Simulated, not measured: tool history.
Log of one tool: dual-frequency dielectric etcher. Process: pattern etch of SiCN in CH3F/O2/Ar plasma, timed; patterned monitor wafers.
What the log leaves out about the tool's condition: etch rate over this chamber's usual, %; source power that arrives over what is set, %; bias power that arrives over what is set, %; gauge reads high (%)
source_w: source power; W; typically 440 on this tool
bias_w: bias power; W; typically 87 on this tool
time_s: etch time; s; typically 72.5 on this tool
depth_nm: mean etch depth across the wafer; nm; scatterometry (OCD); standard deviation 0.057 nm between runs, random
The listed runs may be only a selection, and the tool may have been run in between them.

run     day  source_w  bias_w  time_s  wafers since the last listed run  hours since the last wet clean  hours since the last source power generator calibration  hours since the last bias power generator calibration  hours since the last upper electrode change  hours since the gauge calibration  read-back reference wafer on the same gauge, depth_nm  depth_nm
  1   0.000       440      87    86.0                                 0                           137.3                                                   1617.1                                                 2566.7                                       2298.5                              184.9                                                  39.72     40.60
  2   1.488       440      87    67.0                               239                           173.0                                                   1652.8                                                 2602.4                                       2334.2                              220.6                                                  39.70     31.57
  3   2.912       440      87    67.0                               229                           207.2                                                   1687.0                                                 2636.6                                       2368.4                              254.8                                                  39.72     31.73
  4   4.688       440      87    67.0                               285                           249.8                                                   1729.6                                                 2679.2                                       2411.0                              297.4                                                  39.73     31.60
  5   6.629       440      87    67.5                               312                           296.4                                                   1776.2                                                 2725.8                                       2457.6                              344.0                                                  39.71     31.87
  6   8.975       440      87    67.5                               377                           352.7                                                   1832.5                                                 2782.1                                       2513.9                              400.3                                                  39.69     31.90
  7  10.354       440      87    72.5                               221                           385.8                                                   1865.6                                                 2815.2                                       2547.0                              433.4                                                  39.71     34.25
  8  12.242       440      87    72.5                               303                           431.1                                                   1910.9                                                 2860.5                                       2592.3                              478.7                                                  39.68     34.44
     12.312  -- gauge calibrated
     14.196  -- bias power generator calibrated
  9  14.450       440      87    72.5                               328                           484.1                                                   1963.9                                                    6.1                                       2645.3                               51.3                                                  39.69     34.41
 10  15.842       400      93    72.5                               223                           517.5                                                   1997.3                                                   39.5                                       2678.7                               84.7                                                  39.70     33.85
     17.504  -- wet clean of the chamber
     18.525  -- upper electrode replaced
 11  18.546       470      66    57.0                               113                            25.0                                                   2062.2                                                  104.4                                          0.5                              149.6                                                  39.69     25.03
 12  21.129       440      87    63.0                               415                            87.0                                                   2124.2                                                  166.4                                         62.5                              211.6                                                  39.69     29.66
     21.596  -- source power generator calibrated
 13  22.804       360      93    78.5                               242                           127.2                                                     29.0                                                  206.6                                        102.7                              251.8                                                  39.70     34.04
 14  24.050       470      77    63.5                               200                           157.1                                                     58.9                                                  236.5                                        132.6                              281.7                                                  39.69     28.95
 15  25.571       470      77    63.5                               244                           193.6                                                     95.4                                                  273.0                                        169.1                              318.2                                                  39.70     28.89
 16  28.083       360      93    78.5                               403                           253.9                                                    155.7                                                  333.3                                        229.4                              378.5                                                  39.70     34.27
 17  29.304       440      87    72.5                               196                           283.2                                                    185.0                                                  362.6                                        258.7                              407.8                                                  39.69     33.66
 18  30.700       530      93    84.0                               224                           316.7                                                    218.5                                                  396.1                                        292.2                              441.3                                                  39.70     43.30
     33.300  -- gauge calibrated
 19  35.750       400      93    72.5                               811                           437.9                                                    339.7                                                  517.3                                        413.4                               58.8                                                  39.72     33.37
 20  37.842       440      95    72.5                               336                           488.1                                                    389.9                                                  567.5                                        463.6                              109.0                                                  39.73     35.10

4 ways to go on from here, each from the tool as it stands after run 20. What would each give?
  A  37.858       350      87    72.5                                 2                           488.5                                                    390.3                                                  567.9                                        464.0                              109.4                                                      ?         ?
  B  37.858       440     100    72.5                                 2                           488.5                                                    390.3                                                  567.9                                        464.0                              109.4                                                      ?         ?
  C  37.858       410      87    72.5                                 2                           488.5                                                    390.3                                                  567.9                                        464.0                              109.4                                                      ?         ?
  D  37.858       360      95    93.0                                 2                           488.5                                                    390.3                                                  567.9                                        464.0                              109.4                                                      ?         ?

run  read-back reference wafer on the same gauge, depth_nm  depth_nm
  A                                                  39.70     30.79
  B                                                  39.70     35.78
  C                                                  39.70     32.97
  D                                                  39.70     41.32
Stripped of hidden state, with their random variation kept, the same runs would have yielded:
run  depth_nm
  A     30.25
  B     35.15
  C     32.39
  D     40.60

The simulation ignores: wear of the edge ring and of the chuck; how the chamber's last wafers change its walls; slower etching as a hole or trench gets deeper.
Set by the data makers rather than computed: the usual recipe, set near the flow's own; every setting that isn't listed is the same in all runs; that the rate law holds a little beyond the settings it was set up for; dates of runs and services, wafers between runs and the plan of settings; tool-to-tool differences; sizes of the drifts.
